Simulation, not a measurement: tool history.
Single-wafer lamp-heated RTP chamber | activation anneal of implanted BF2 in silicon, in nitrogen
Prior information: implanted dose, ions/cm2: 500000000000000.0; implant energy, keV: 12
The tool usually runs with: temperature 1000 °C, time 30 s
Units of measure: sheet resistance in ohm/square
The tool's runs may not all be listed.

run     day  temperature  time  read-back reference wafer on the same gauge, sheet resistance  sheet resistance
  1   0.000         1000    30                                                         282.36            276.73
  2   0.721         1000    30                                                         282.24            274.37
  3   1.054         1000    35                                                         282.37            273.41
  4   1.396         1000    35                                                         282.03            273.24
  5   1.738         1000    35                                                         281.89            271.64
  6   2.229         1013    40                                                         282.20            257.35
  7   2.650         1013    40                                                         282.02            258.56
  8   3.008         1000    30                                                         281.81            274.38
  9   3.488         1000    24                                                         281.81            278.01
      4.038  -- pyrometer window cleaned and pyrometer calibrated
 10   4.058         1007    43                                                         281.80            261.60
 11   4.367         1007    43                                                         282.09            263.16
 12   4.825         1017    43                                                         282.40            252.39
 13   5.083         1000    26                                                         281.88            277.01
 14   5.538         1000    26                                                         281.85            277.32
 15   5.879          985    20                                                         281.85            294.85
 16   6.158         1000    30                                                         282.03            275.05
 17   6.508          978    22                                                         282.15            300.36
 18   6.796         1028    21                                                         281.72            260.65
      6.958  -- gauge calibrated
 19   7.600          970    21                                                         281.67            316.87
 20   8.200         1000    16                                                         282.34            284.22
      8.567  -- pyrometer window cleaned and pyrometer calibrated
 21   8.883         1000    30                                                         282.30            270.14
 22   9.521          977    46                                                         282.04            284.44
 23  10.033          984    38                                                         281.79            278.04
 24  10.683         1000    30                                                         281.65            274.24
     11.542  -- reflector plate cleaned
 25  11.562         1010    15                                                         282.16            282.90
 26  11.612          974    23                                                         281.63            320.81
 27  11.929          992    17                                                         281.95            299.86

Run 28 has not been measured yet. What should we expect?
 28  12.550         1014    38                                                              ?                 ?

read-back reference wafer on the same gauge, sheet resistance: 281.98
sheet resistance: 264.30 ohm/square
Without the tool's hidden state the same run would have given sheet resistance 265.64 ohm/square.
